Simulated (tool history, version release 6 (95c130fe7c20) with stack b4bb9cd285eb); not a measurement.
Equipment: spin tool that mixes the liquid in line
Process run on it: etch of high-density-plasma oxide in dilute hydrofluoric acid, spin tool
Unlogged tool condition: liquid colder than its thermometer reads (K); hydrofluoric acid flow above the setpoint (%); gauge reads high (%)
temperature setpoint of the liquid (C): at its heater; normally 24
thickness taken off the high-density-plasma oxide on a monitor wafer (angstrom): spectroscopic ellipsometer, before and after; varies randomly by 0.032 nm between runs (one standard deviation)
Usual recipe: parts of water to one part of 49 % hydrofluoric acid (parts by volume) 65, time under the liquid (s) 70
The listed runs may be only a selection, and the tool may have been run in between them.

run	hour	temperature setpoint of the liquid (C)	parts of water to one part of 49 % hydrofluoric acid (parts by volume)	time under the liquid (s)	wafers since the last listed run	hours since the thermometer was replaced	hours since the hydrofluoric acid flow meter was replaced	hours since the gauge calibration	read-back film thickness of the high-density-plasma oxide reference wafer, read on the same gauge (nm)	thickness taken off the high-density-plasma oxide on a monitor wafer (angstrom)
1	0	24	45	50	0	324.2	1391.4	652.7	50	60.1
2	71.9	24	45	50	818	396.1	1463.3	724.6	50.02	60.6
3	99.2	24	65	50	310	423.4	1490.6	751.9	50	41.1
4	146.7	24	65	50	540	470.9	1538.1	799.4	49.99	41.3
# hour 160.1: gauge calibrated
5	206.2	24	65	50	677	530.4	1597.6	46.1	49.98	41.6
6	267	27.5	65	70	692	591.2	1658.4	106.9	50	66.5
7	326.2	27.5	65	70	674	650.4	1717.6	166.1	50.01	66.4
8	388.9	27.5	65	70	713	713.1	1780.3	228.8	50.01	66.9
9	428.5	24	65	70	450	752.7	1819.9	268.4	50	58.3
10	480.8	24	65	70	595	805	1872.2	320.7	50.02	58.5
11	536.5	24	65	70	634	860.7	1927.9	376.4	50.01	58.5
# hour 595: hydrofluoric acid flow meter replaced
12	630.1	24	65	70	1054	954.3	35.1	470	50.01	53.1
13	663.7	24	65	70	382	987.9	68.7	503.6	50.03	53.1
# hour 686.6: thermometer replaced
14	703.8	24	90	70	445	17.2	108.8	543.7	50.03	37.6
15	762	24	50	105	662	75.4	167	601.9	50.05	108.1
16	814.1	24	40	70	593	127.5	219.1	654	50	90
17	851.4	26.5	50	70	424	164.8	256.4	691.3	50.04	79.4
# hour 862.8: gauge calibrated
18	890.4	19	65	30	444	203.8	295.4	27.6	50	18.8
19	941.2	24	65	95	578	254.6	346.2	78.4	50	73.6
20	1013.2	24	65	70	819	326.6	418.2	150.4	50	54.8
21	1079.2	19.5	65	85	751	392.6	484.2	216.4	50.03	55
22	1133.8	24	65	70	621	447.2	538.8	271	50.03	55
23	1186.3	24	65	50	597	499.7	591.3	323.5	49.99	39.4
24	1218	24	80	70	360	531.4	623	355.2	49.98	44.1
25	1271.8	22	65	95	612	585.2	676.8	409	50.03	68.7
26	1299.5	24	45	45	315	612.9	704.5	436.7	50.02	53
27	1337.6	20	80	30	433	651	742.6	474.8	49.99	15.9

Take each entry between the runs: how does the hidden state at the last listed run before it differ from the hidden state at the first listed run after it?
Logged between run 4 and run 5: gauge calibrated (hour 160.1)
  hydrofluoric acid flow above the setpoint (%): 7.92 -> 8.2
  measured result minus the result with no hidden state, thickness taken off the high-density-plasma oxide on a monitor wafer (angstrom): +3.3 -> +3.4
Logged between run 11 and run 12: hydrofluoric acid flow meter replaced (hour 595)
  hydrofluoric acid flow above the setpoint (%): 9.72 -> 0.671
  measured result minus the result with no hidden state, thickness taken off the high-density-plasma oxide on a monitor wafer (angstrom): +5.6 -> +0.4
Logged between run 13 and run 14: thermometer replaced (hour 686.6)
  hydrofluoric acid flow above the setpoint (%): 0.826 -> 1.01
  measured result minus the result with no hidden state, thickness taken off the high-density-plasma oxide on a monitor wafer (angstrom): +0.5 -> +0.4
Logged between run 17 and run 18: gauge calibrated (hour 862.8)
  hydrofluoric acid flow above the setpoint (%): 1.69 -> 1.87
  measured result minus the result with no hidden state, thickness taken off the high-density-plasma oxide on a monitor wafer (angstrom): +1.4 -> +0.3
